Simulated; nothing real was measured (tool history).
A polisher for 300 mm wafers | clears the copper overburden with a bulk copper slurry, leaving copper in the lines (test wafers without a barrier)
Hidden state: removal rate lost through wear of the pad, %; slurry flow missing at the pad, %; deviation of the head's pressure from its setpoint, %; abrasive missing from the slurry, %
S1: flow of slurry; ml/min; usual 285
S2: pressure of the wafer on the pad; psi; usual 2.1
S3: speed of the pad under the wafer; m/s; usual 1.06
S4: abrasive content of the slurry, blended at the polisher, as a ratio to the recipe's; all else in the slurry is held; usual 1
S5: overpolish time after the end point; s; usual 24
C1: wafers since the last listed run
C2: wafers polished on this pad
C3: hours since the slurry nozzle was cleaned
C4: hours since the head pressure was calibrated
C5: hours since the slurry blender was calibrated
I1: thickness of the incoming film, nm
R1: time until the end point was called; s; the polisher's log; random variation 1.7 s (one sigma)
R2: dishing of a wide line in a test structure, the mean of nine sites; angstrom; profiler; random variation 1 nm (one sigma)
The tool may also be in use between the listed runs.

run 1 hour=0 | S1=285 S2=2.3 S3=1.06 S4=1 S5=16 | C1=0 C2=438 C3=762.1 C4=353.3 C5=319.6 | I1=921.8 | R1=105.1 R2=638
-- hour=61.6 slurry nozzle cleaned
-- hour=81.1 slurry blender recalibrated
run 2 hour=104.6 | S1=285 S2=2.3 S3=1.06 S4=1 S5=16 | C1=569 C2=1007 C3=43 C4=457.9 C5=23.5 | I1=914.8 | R1=97 R2=641
run 3 hour=157.7 | S1=285 S2=2.3 S3=1.06 S4=1 S5=16 | C1=297 C2=1304 C3=96.1 C4=511 C5=76.6 | I1=917.7 | R1=94.8 R2=656
-- hour=166.6 worn pad replaced by a new one
-- hour=484.8 worn pad replaced by a new one
run 4 hour=485.3 | S1=285 S2=2.1 S3=1.06 S4=1.15 S5=24 | C1=1790 C2=2 C3=423.7 C4=838.6 C5=404.2 | I1=914 | R1=107.9 R2=733
-- hour=520.5 slurry blender recalibrated
run 5 hour=566.8 | S1=285 S2=2.1 S3=1.06 S4=1.15 S5=24 | C1=445 C2=448 C3=505.2 C4=920.1 C5=46.3 | I1=932.5 | R1=104.1 R2=738
run 6 hour=668.7 | S1=285 S2=2.1 S3=1.06 S4=1.15 S5=24 | C1=570 C2=1019 C3=607.1 C4=1022 C5=148.2 | I1=916.6 | R1=105.1 R2=749
run 7 hour=760.5 | S1=285 S2=2.1 S3=1.32 S4=1 S5=24 | C1=514 C2=1533 C3=698.9 C4=1113.8 C5=240 | I1=897.6 | R1=85.7 R2=784
-- hour=769.6 worn pad replaced by a new one
run 8 hour=822.4 | S1=285 S2=2.1 S3=1.32 S4=1 S5=24 | C1=324 C2=295 C3=760.8 C4=1175.7 C5=301.9 | I1=906.1 | R1=87.6 R2=768
-- hour=829.2 head pressure recalibrated
run 9 hour=888.8 | S1=285 S2=2.3 S3=1.42 S4=1 S5=24 | C1=360 C2=656 C3=827.2 C4=59.6 C5=368.3 | I1=905.7 | R1=75.9 R2=837
-- hour=936.3 slurry blender recalibrated
run 10 hour=951.4 | S1=285 S2=1.6 S3=1.06 S4=1.15 S5=24 | C1=339 C2=996 C3=889.8 C4=122.2 C5=15.1 | I1=926.9 | R1=133.3 R2=645
-- hour=989.7 slurry nozzle cleaned
run 11 hour=999.4 | S1=335 S2=2.1 S3=1.28 S4=0.7 S5=29 | C1=263 C2=1259 C3=9.7 C4=170.2 C5=63.1 | I1=932 | R1=91.4 R2=808
-- hour=1033 worn pad replaced by a new one
run 12 hour=1098.7 | S1=285 S2=2.4 S3=0.78 S4=0.8 S5=24 | C1=534 C2=367 C3=109 C4=269.5 C5=162.4 | I1=924.3 | R1=134.8 R2=678
run 13 hour=1159 | S1=255 S2=2.1 S3=1.06 S4=0.75 S5=32 | C1=337 C2=705 C3=169.3 C4=329.8 C5=222.7 | I1=914.1 | R1=112.2 R2=808
run 14 hour=1237.6 | S1=285 S2=2.1 S3=1.06 S4=0.85 S5=29 | C1=440 C2=1146 C3=247.9 C4=408.4 C5=301.3 | I1=925.6 | R1=112.8 R2=765
run 15 hour=1287.3 | S1=285 S2=2.1 S3=1.06 S4=1.1 S5=24 | C1=278 C2=1424 C3=297.6 C4=458.1 C5=351 | I1=916.9 | R1=107.5 R2=746
-- hour=1309.9 worn pad replaced by a new one
run 16 hour=1363.3 | S1=285 S2=2.1 S3=1.06 S4=1 S5=24 | C1=403 C2=299 C3=373.6 C4=534.1 C5=427 | I1=925 | R1=112.8 R2=711
-- hour=1398.3 slurry blender recalibrated
run 17 hour=1418.7 | S1=285 S2=2.1 S3=1.06 S4=1 S5=24 | C1=299 C2=598 C3=429 C4=589.5 C5=20.4 | I1=911.5 | R1=103.6 R2=738

Forecast each of these 4 alternatives for the next run:
run A hour=1419.2 | S1=285 S2=2.1 S3=1.06 S4=1 S5=24 | C1=2 C2=601 C3=429.5 C4=590 C5=20.9 | I1=911.4 | R1=? R2=?
run B hour=1419.2 | S1=210 S2=2.1 S3=1.2 S4=0.85 S5=24 | C1=2 C2=601 C3=429.5 C4=590 C5=20.9 | I1=911.4 | R1=? R2=?
run C hour=1419.2 | S1=285 S2=2.1 S3=0.88 S4=1 S5=24 | C1=2 C2=601 C3=429.5 C4=590 C5=20.9 | I1=911.4 | R1=? R2=?
run D hour=1419.2 | S1=285 S2=1.8 S3=1.06 S4=1 S5=24 | C1=2 C2=601 C3=429.5 C4=590 C5=20.9 | I1=911.4 | R1=? R2=?

run=A R1=103.6 R2=722
run=B R1=97.3 R2=737
run=C R1=124.8 R2=671
run=D R1=120.8 R2=665
Without the tool's hidden state the same runs would have given:
run=A R1=103 R2=723
run=B R1=96.8 R2=738
run=C R1=124.1 R2=673
run=D R1=120.2 R2=666
